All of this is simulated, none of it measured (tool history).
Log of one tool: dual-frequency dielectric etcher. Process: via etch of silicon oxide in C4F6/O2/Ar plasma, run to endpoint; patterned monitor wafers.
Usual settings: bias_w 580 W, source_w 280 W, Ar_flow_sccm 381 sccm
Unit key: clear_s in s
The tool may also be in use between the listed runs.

run,hour,bias_w,source_w,Ar_flow_sccm,wafers since the last listed run,hours since the last wet clean,hours since the last bias power generator calibration,hours since the last source power generator calibration,hours since the last Ar flow controller change,hours since the last upper electrode change,"incoming incoming film thickness, nm",clear_s
1,0.0,481,250,381,0,90.1,3525.3,3410.4,3842.1,3339.2,129.6,31.4
2,33.0,495,280,420,532,123.1,3558.3,3443.4,3875.1,3372.2,130.3,30.2
3,61.6,495,280,420,461,151.7,3586.9,3472.0,3903.7,3400.8,132.2,30.6
4,104.0,495,280,420,684,194.1,3629.3,3514.4,3946.1,3443.2,130.9,30.5
5,147.5,580,280,381,701,237.6,3672.8,3557.9,3989.6,3486.7,131.8,29.5
6,217.6,580,280,381,1131,307.7,3742.9,3628.0,4059.7,3556.8,131.0,29.1
7,276.6,580,280,381,952,366.7,3801.9,3687.0,4118.7,3615.8,130.9,29.2
8,407.3,580,280,381,2109,497.4,3932.6,3817.7,4249.4,3746.5,131.7,29.8
# hour 434.5: wet clean of the chamber
9,471.4,541,280,381,647,36.9,3996.7,3881.8,4313.5,3810.6,131.2,30.9
# hour 480.9: Ar flow controller replaced
10,540.9,541,280,381,1024,106.4,4066.2,3951.3,60.0,3880.1,130.9,30.9
11,597.6,580,260,381,914,163.1,4122.9,4008.0,116.7,3936.8,129.3,31.4
12,641.1,580,260,381,701,206.6,4166.4,4051.5,160.2,3980.3,129.4,30.8
13,683.8,580,240,411,689,249.3,4209.1,4094.2,202.9,4023.0,130.0,32.9
# hour 721.3: wet clean of the chamber, repeated, since the last time left the tool worse
14,727.9,580,240,411,324,6.6,4253.2,4138.3,247.0,4067.1,131.0,30.8
15,753.1,580,260,381,406,31.8,4278.4,4163.5,272.2,4092.3,130.6,29.7
16,817.9,638,220,434,1045,96.6,4343.2,4228.3,337.0,4157.1,132.2,31.7
17,864.4,580,280,329,750,143.1,4389.7,4274.8,383.5,4203.6,128.8,28.6
# hour 919.7: upper electrode replaced
18,924.1,580,330,381,576,202.8,4449.4,4334.5,443.2,4.4,130.8,27.0
# hour 929.9: bias power generator calibrated
19,968.3,634,250,454,648,247.0,38.4,4378.7,487.4,48.6,130.0,30.2
20,1000.1,580,280,381,513,278.8,70.2,4410.5,519.2,80.4,130.9,29.1
21,1033.0,580,280,315,530,311.7,103.1,4443.4,552.1,113.3,130.6,28.4
22,1077.6,652,230,331,719,356.3,147.7,4488.0,596.7,157.9,130.9,30.4
# hour 1125.1: source power generator calibrated
23,1131.7,625,340,381,808,410.4,201.8,6.6,650.8,212.0,130.6,26.3
24,1184.7,444,300,381,855,463.4,254.8,59.6,703.8,265.0,130.3,30.4
# hour 1234.5: wet clean of the chamber
25,1241.1,659,350,290,522,6.6,311.2,116.0,760.2,321.4,130.3,24.5
26,1369.8,657,260,288,2076,135.3,439.9,244.7,888.9,450.1,130.3,28.2
27,1436.0,701,330,448,1068,201.5,506.1,310.9,955.1,516.3,130.8,26.2
28,1462.9,463,280,287,434,228.4,533.0,337.8,982.0,543.2,131.4,30.1

Run-by-run hidden state of the tool:
bias power that arrives over what is set, %: 0 on each run
source power that arrives over what is set, %: 0 on each run
Ar flow that arrives over what is set, %: 0 on each run
H1: etch rate over this chamber's usual, %
run,H1
1,-0.782
2,-0.972
3,-1.14
4,-1.38
5,-1.63
6,-2.04
7,-2.38
8,-3.14
9,-5.46
10,-5.86
11,-6.18
12,-6.44
13,-6.68
14,0.0245
15,-0.121
16,-0.496
17,-0.764
18,-1.11
19,-1.36
20,-1.55
21,-1.74
22,-2
23,-2.31
24,-2.62
25,-0.523
26,-1.27
27,-1.65
28,-1.8

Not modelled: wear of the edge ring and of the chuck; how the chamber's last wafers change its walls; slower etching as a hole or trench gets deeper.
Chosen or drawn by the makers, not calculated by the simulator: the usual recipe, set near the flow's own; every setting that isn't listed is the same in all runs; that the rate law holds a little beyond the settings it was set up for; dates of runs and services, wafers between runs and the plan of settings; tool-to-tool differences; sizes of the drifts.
